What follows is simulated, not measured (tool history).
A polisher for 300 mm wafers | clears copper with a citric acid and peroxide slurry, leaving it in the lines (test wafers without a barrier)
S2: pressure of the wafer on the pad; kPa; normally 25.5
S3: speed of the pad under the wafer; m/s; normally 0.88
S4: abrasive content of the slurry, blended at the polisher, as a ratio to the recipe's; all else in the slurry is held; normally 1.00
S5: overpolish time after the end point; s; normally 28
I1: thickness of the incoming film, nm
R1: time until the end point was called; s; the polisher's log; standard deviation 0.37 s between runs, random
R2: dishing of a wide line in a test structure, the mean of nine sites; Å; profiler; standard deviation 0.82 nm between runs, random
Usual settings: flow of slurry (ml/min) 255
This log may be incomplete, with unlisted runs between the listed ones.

{"run": 1, "hour": 0.0, "flow of slurry (ml/min)": 255, "S2": 25.5, "S3": 0.88, "S4": 1.0, "S5": 28, "I1": 188.1, "R1": 91.5, "R2": 440}
{"run": 2, "hour": 12.9, "flow of slurry (ml/min)": 255, "S2": 25.5, "S3": 0.88, "S4": 1.2, "S5": 28, "I1": 187.6, "R1": 89.0, "R2": 440}
{"run": 3, "hour": 29.3, "flow of slurry (ml/min)": 255, "S2": 25.5, "S3": 0.88, "S4": 1.2, "S5": 28, "I1": 188.8, "R1": 90.4, "R2": 444}
{"run": 4, "hour": 35.5, "flow of slurry (ml/min)": 255, "S2": 25.5, "S3": 0.88, "S4": 1.0, "S5": 28, "I1": 190.2, "R1": 93.9, "R2": 414}
{"run": 5, "hour": 43.5, "flow of slurry (ml/min)": 255, "S2": 25.5, "S3": 0.88, "S4": 1.0, "S5": 28, "I1": 192.9, "R1": 95.9, "R2": 433}
{"hour": 46.0, "done": "slurry nozzle cleaned"}
{"run": 6, "hour": 50.9, "flow of slurry (ml/min)": 255, "S2": 25.5, "S3": 0.88, "S4": 1.0, "S5": 28, "I1": 188.4, "R1": 93.2, "R2": 418}
{"run": 7, "hour": 63.6, "flow of slurry (ml/min)": 255, "S2": 25.5, "S3": 0.88, "S4": 0.9, "S5": 28, "I1": 189.0, "R1": 94.9, "R2": 421}
{"hour": 70.1, "done": "worn pad replaced by a new one"}
{"run": 8, "hour": 72.4, "flow of slurry (ml/min)": 255, "S2": 25.5, "S3": 0.88, "S4": 1.0, "S5": 28, "I1": 186.9, "R1": 89.9, "R2": 435}
{"run": 9, "hour": 83.0, "flow of slurry (ml/min)": 255, "S2": 25.5, "S3": 0.66, "S4": 1.0, "S5": 28, "I1": 191.7, "R1": 121.8, "R2": 324}
{"run": 10, "hour": 97.7, "flow of slurry (ml/min)": 195, "S2": 17.9, "S3": 0.68, "S4": 1.25, "S5": 28, "I1": 186.9, "R1": 149.3, "R2": 268}
{"hour": 103.4, "done": "head pressure recalibrated"}
{"run": 11, "hour": 104.5, "flow of slurry (ml/min)": 255, "S2": 25.5, "S3": 0.88, "S4": 1.0, "S5": 14, "I1": 190.8, "R1": 93.0, "R2": 224}
{"hour": 114.0, "done": "slurry blender recalibrated"}
{"run": 12, "hour": 115.0, "flow of slurry (ml/min)": 255, "S2": 25.5, "S3": 0.72, "S4": 1.0, "S5": 28, "I1": 187.2, "R1": 105.5, "R2": 367}
{"run": 13, "hour": 123.0, "flow of slurry (ml/min)": 255, "S2": 25.5, "S3": 0.7, "S4": 1.0, "S5": 28, "I1": 187.8, "R1": 109.4, "R2": 365}
{"run": 14, "hour": 132.8, "flow of slurry (ml/min)": 255, "S2": 25.5, "S3": 0.88, "S4": 1.0, "S5": 28, "I1": 189.5, "R1": 87.9, "R2": 443}
{"run": 15, "hour": 143.0, "flow of slurry (ml/min)": 185, "S2": 25.5, "S3": 0.88, "S4": 1.0, "S5": 28, "I1": 190.4, "R1": 93.4, "R2": 423}

Run by run, hidden condition taken away, random variation retained:
The hidden state here: removal rate lost through wear of the pad, %; slurry flow missing at the pad, %; deviation of the head's pressure from its setpoint, %; abrasive missing from the slurry, %.
run=1 R1=85.7 R2=466
run=2 R1=82.8 R2=469
run=3 R1=83.5 R2=476
run=4 R1=86.6 R2=446
run=5 R1=88.1 R2=468
run=6 R1=85.2 R2=453
run=7 R1=86.3 R2=458
run=8 R1=85.1 R2=457
run=9 R1=114.7 R2=342
run=10 R1=139.5 R2=285
run=11 R1=86.7 R2=240
run=12 R1=103.6 R2=373
run=13 R1=107.1 R2=372
run=14 R1=85.6 R2=453
run=15 R1=90.6 R2=434
